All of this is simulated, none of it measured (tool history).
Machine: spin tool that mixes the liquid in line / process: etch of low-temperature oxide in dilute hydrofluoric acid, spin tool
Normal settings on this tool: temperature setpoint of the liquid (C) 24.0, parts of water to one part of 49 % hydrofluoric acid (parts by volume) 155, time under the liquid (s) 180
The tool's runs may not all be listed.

run,hour,temperature setpoint of the liquid (C),parts of water to one part of 49 % hydrofluoric acid (parts by volume),time under the liquid (s),"read-back film thickness of the low-temperature oxide reference wafer, read on the same gauge (nm)",thickness taken off the low-temperature oxide on a monitor wafer (angstrom)
1,0.0,20.5,190,180,130.00,75.7
2,105.5,20.5,190,180,130.02,75.2
3,138.0,24.0,155,180,130.00,110.2
4,193.2,27.5,135,180,129.98,146.6
5,251.4,27.5,135,180,130.00,146.2
6,318.5,24.0,155,180,130.01,109.1
# hour 383.7: hydrofluoric acid flow meter replaced
7,386.0,24.0,155,180,129.99,114.0
# hour 454.4: thermometer replaced
8,474.0,24.0,155,180,130.01,113.7
9,502.5,24.0,155,180,129.98,113.4
# hour 532.1: gauge calibrated
10,570.7,26.0,100,130,130.01,146.8
11,608.7,24.0,155,180,129.99,112.3
12,636.0,22.0,155,150,129.98,87.2
13,680.7,24.0,100,150,129.99,154.7
14,705.8,26.0,155,235,130.00,157.1
15,774.7,24.0,155,180,129.98,111.4
16,827.1,26.5,230,245,130.01,103.3
17,854.0,24.0,155,150,130.01,93.1
18,924.1,20.5,190,180,129.99,76.4
19,965.1,24.0,90,180,129.99,208.3

A few steps of thickness taken off the low-temperature oxide on a monitor wafer (angstrom) between consecutive runs. Split each: what settings, incoming material and random variation would produce without the hidden state, and what is left over for the hidden state, along with gauge scatter present in only one of the two compared results (measured, and without hidden state):
Hidden state present: liquid colder than its thermometer reads (K); hydrofluoric acid flow below the setpoint (%); gauge reads high (%).
Run 6 -> 7: hydrofluoric acid flow meter replaced. thickness taken off the low-temperature oxide on a monitor wafer (angstrom) +4.9: hidden state +5.2, all else -0.3.
Run 18 -> 19: temperature setpoint of the liquid (C) 20.5 -> 24.0, parts of water to one part of 49 % hydrofluoric acid (parts by volume) 190 -> 90. thickness taken off the low-temperature oxide on a monitor wafer (angstrom) +131.9: hidden state -4.3, all else +136.2.
